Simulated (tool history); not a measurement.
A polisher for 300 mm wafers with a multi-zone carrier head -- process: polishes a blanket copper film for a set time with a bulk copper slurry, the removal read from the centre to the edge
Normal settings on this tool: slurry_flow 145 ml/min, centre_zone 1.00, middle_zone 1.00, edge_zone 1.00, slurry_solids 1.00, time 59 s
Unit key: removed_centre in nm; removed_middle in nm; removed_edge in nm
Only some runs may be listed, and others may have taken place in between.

run   hour  slurry_flow  centre_zone  middle_zone  edge_zone  slurry_solids  time  wafers since the last listed run  wafers polished on this pad  hours since the slurry nozzle was cleaned  hours since the centre zone pressure was calibrated  hours since the edge zone pressure was calibrated  hours since the carrier head's membrane was replaced  incoming thickness of the incoming film, nm  removed_centre  removed_middle  removed_edge
  1    0.0          145         1.00         1.00       1.00           1.00    59                                 0                          106                                      711.4                                                288.8                                              360.2                                                  32.3                                       4281.1           512.3           527.2         544.9
  2   11.1          145         1.00         1.00       1.00           1.00    59                               107                          213                                      722.5                                                299.9                                              371.3                                                  43.4                                       4130.6           514.5           533.7         538.3
  3   24.6          185         1.06         1.00       1.00           1.00    59                               130                          344                                      736.0                                                313.4                                              384.8                                                  56.9                                       4227.9           587.2           553.3         564.7
  4   33.1          145         1.05         0.89       1.00           0.85    38                                82                          426                                      744.5                                                321.9                                              393.3                                                  65.4                                       4269.6           343.4           294.4         343.4
      45.9  -- centre zone pressure recalibrated
  5   46.2          145         1.00         1.00       1.08           1.00    59                               107                          533                                      757.6                                                  0.3                                              406.4                                                  78.5                                       4203.3           517.8           526.7         554.6
  6   57.0          170         1.00         1.00       0.90           1.00    59                               104                          637                                      768.4                                                 11.1                                              417.2                                                  89.3                                       4129.9           540.8           545.9         530.4
  7   65.1          145         0.91         0.95       1.00           1.00    59                                78                          715                                      776.5                                                 19.2                                              425.3                                                  97.4                                       4187.7           463.8           502.8         530.6
  8   73.8          145         1.08         1.00       1.00           1.00    59                                83                          799                                      785.2                                                 27.9                                              434.0                                                 106.1                                       4293.5           564.8           513.5         532.5
      99.0  -- slurry nozzle cleaned
  9  109.1          145         1.00         1.06       1.00           1.00    59                               331                         1130                                       10.1                                                 63.2                                              469.3                                                 141.4                                       4259.6           508.0           534.8         519.5
     115.5  -- edge zone pressure recalibrated
     128.4  -- worn pad replaced by a new one
 10  128.9          145         1.00         1.00       1.00           1.00    59                               133                            4                                       29.9                                                 83.0                                               13.4                                                 161.2                                       4208.0           521.9           518.8         549.1
 11  162.2          145         1.00         1.00       1.00           1.00    59                               321                          326                                       63.2                                                116.3                                               46.7                                                 194.5                                       4200.5           525.3           535.2         557.5
 12  173.0          110         1.00         1.00       1.00           1.00    63                               104                          430                                       74.0                                                127.1                                               57.5                                                 205.3                                       4267.6           535.7           537.0         561.4
 13  180.8          180         1.00         1.00       0.90           1.00    59                                75                          505                                       81.8                                                134.9                                               65.3                                                 213.1                                       4255.8           541.8           563.1         537.3
 14  191.4          145         1.00         1.00       1.12           1.00    59                               102                          608                                       92.4                                                145.5                                               75.9                                                 223.7                                       4170.1           520.7           520.6         577.6
 15  200.6          145         0.88         1.00       1.00           1.00    59                                88                          697                                      101.6                                                154.7                                               85.1                                                 232.9                                       4218.4           456.5           524.6         542.5
 16  210.8          120         1.00         1.09       1.00           1.00    59                                98                          795                                      111.8                                                164.9                                               95.3                                                 243.1                                       4143.0           487.7           540.6         517.4
 17  221.0          145         1.00         1.00       1.00           1.00    41                                98                          894                                      122.0                                                175.1                                              105.5                                                 253.3                                       4254.0           362.4           362.0         369.2
 18  227.1          145         1.00         1.00       1.00           1.00    59                                58                          952                                      128.1                                                181.2                                              111.6                                                 259.4                                       4185.3           517.8           529.4         534.7
 19  237.7          145         1.04         1.00       1.00           1.00    59                               102                         1055                                      138.7                                                191.8                                              122.2                                                 270.0                                       4190.0           548.3           506.9         536.0
 20  255.1          145         1.00         1.11       1.00           1.00    59                               167                         1223                                      156.1                                                209.2                                              139.6                                                 287.4                                       4214.5           501.7           555.2         521.8
     262.3  -- worn pad replaced by a new one
 21  272.6          180         1.00         1.00       1.00           0.75    50                               130                           99                                      173.6                                                226.7                                              157.1                                                 304.9                                       4230.0           448.3           438.6         460.1
 22  285.8          145         1.00         0.90       1.00           1.00    59                               127                          226                                      186.8                                                239.9                                              170.3                                                 318.1                                       4255.4           527.7           481.6         553.6
 23  304.9          145         1.00         1.00       1.00           1.00    59                               184                          411                                      205.9                                                259.0                                              189.4                                                 337.2                                       4209.5           534.2           529.7         545.9

For each run, what was the tool's unlogged condition?
slurry flow missing at the pad, %: 0 at every run
deviation of the centre zone's pressure from its setpoint, %: 0 at every run
deviation of the edge zone's pressure from its setpoint, %: 0 at every run
H1: removal rate lost through wear of the pad, %
run     H1
  1   1.26
  2   1.39
  3   1.65
  4   1.88
  5   2.32
  6   2.77
  7   3.17
  8   3.64
  9   6.06
 10  0.326
 11  0.709
 12  0.993
 13   1.25
 14   1.66
 15   2.07
 16    2.6
 17    3.2
 18   3.59
 19   4.33
 20   5.71
 21  0.466
 22  0.616
 23   1.04

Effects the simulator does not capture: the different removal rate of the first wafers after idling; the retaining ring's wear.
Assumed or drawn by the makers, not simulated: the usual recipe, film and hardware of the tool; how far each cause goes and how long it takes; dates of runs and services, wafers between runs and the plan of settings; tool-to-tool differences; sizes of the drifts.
